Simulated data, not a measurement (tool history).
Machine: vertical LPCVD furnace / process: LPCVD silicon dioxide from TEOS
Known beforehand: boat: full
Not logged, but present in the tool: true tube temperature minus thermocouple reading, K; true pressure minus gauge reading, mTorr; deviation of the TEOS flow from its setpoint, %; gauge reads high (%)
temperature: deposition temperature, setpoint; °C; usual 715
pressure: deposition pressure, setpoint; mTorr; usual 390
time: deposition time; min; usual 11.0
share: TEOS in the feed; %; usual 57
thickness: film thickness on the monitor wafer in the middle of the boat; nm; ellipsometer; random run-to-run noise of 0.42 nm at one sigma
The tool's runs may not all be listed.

run	hour	temperature	pressure	time	share	wafers since the last listed run	hours since the last temperature calibration	hours since the pressure gauge was zeroed	hours since the TEOS flow controller was replaced	hours since the gauge calibration	read-back reference wafer on the same gauge, thickness	thickness
1	0.0	724	390	11.0	57	0	1615.6	2641.6	4546.4	413.2	121.97	155.00
2	23.5	715	390	11.0	64	561	1639.1	2665.1	4569.9	436.7	122.03	135.02
# hour 31.7: gauge calibrated
3	37.0	715	390	11.0	64	322	1652.6	2678.6	4583.4	5.3	121.88	134.73
4	57.0	715	390	11.0	64	477	1672.6	2698.6	4603.4	25.3	122.00	135.42
5	80.8	715	390	11.0	57	568	1696.4	2722.4	4627.2	49.1	122.04	126.89
6	104.4	715	390	11.0	57	563	1720.0	2746.0	4650.8	72.7	122.01	127.03
7	139.9	715	390	11.0	57	848	1755.5	2781.5	4686.3	108.2	122.04	128.01
8	165.7	715	390	11.0	57	616	1781.3	2807.3	4712.1	134.0	121.97	127.78
# hour 189.8: thermocouples replaced and temperature profile calibrated
9	190.3	707	325	11.0	57	14	0.5	2831.9	4736.7	158.6	122.02	89.90
10	194.0	707	325	11.0	57	88	4.2	2835.6	4740.4	162.3	122.04	90.07
11	226.0	707	325	11.0	57	764	36.2	2867.6	4772.4	194.3	122.02	89.85
12	260.9	709	390	11.0	57	833	71.1	2902.5	4807.3	229.2	121.92	103.27
13	286.6	704	390	11.0	57	613	96.8	2928.2	4833.0	254.9	121.98	91.95
# hour 338.1: TEOS flow controller replaced
14	338.6	707	325	11.0	57	668	148.8	2980.2	0.5	306.9	122.05	90.14
15	342.3	711	440	11.0	52	88	152.5	2983.9	4.2	310.6	122.02	109.95
16	354.0	715	390	12.5	57	279	164.2	2995.6	15.9	322.3	122.09	134.56
# hour 386.7: pressure gauge zeroed
17	387.2	705	350	13.0	66	219	197.4	0.5	49.1	355.5	122.08	114.14
18	402.2	715	440	11.0	66	358	212.4	15.5	64.1	370.5	122.07	135.67
19	427.0	715	470	12.5	57	592	237.2	40.3	88.9	395.3	121.94	147.63
# hour 444.5: gauge calibrated
20	523.3	715	390	11.0	57	2300	333.5	136.6	185.2	78.8	121.96	118.24
21	543.7	723	465	11.0	57	487	353.9	157.0	205.6	99.2	122.02	154.85
22	576.2	715	480	10.0	57	776	386.4	189.5	238.1	131.7	122.14	119.50
23	605.7	724	390	11.0	57	704	415.9	219.0	267.6	161.2	122.07	145.22

What if the next run were any one of these 3? Each begins from the tool's condition after run 23:
A	609.5	715	390	14.0	57	90	419.7	222.8	271.4	165.0	?	?
B	609.5	722	390	11.0	64	90	419.7	222.8	271.4	165.0	?	?
C	609.5	715	390	11.0	53	90	419.7	222.8	271.4	165.0	?	?

run	read-back reference wafer on the same gauge, thickness	thickness
A	122.03	151.90
B	122.03	147.91
C	122.03	115.09
With the hidden condition removed and each run's random variation left untouched, the same runs would have given:
run	thickness
A	150.93
B	146.98
C	114.35
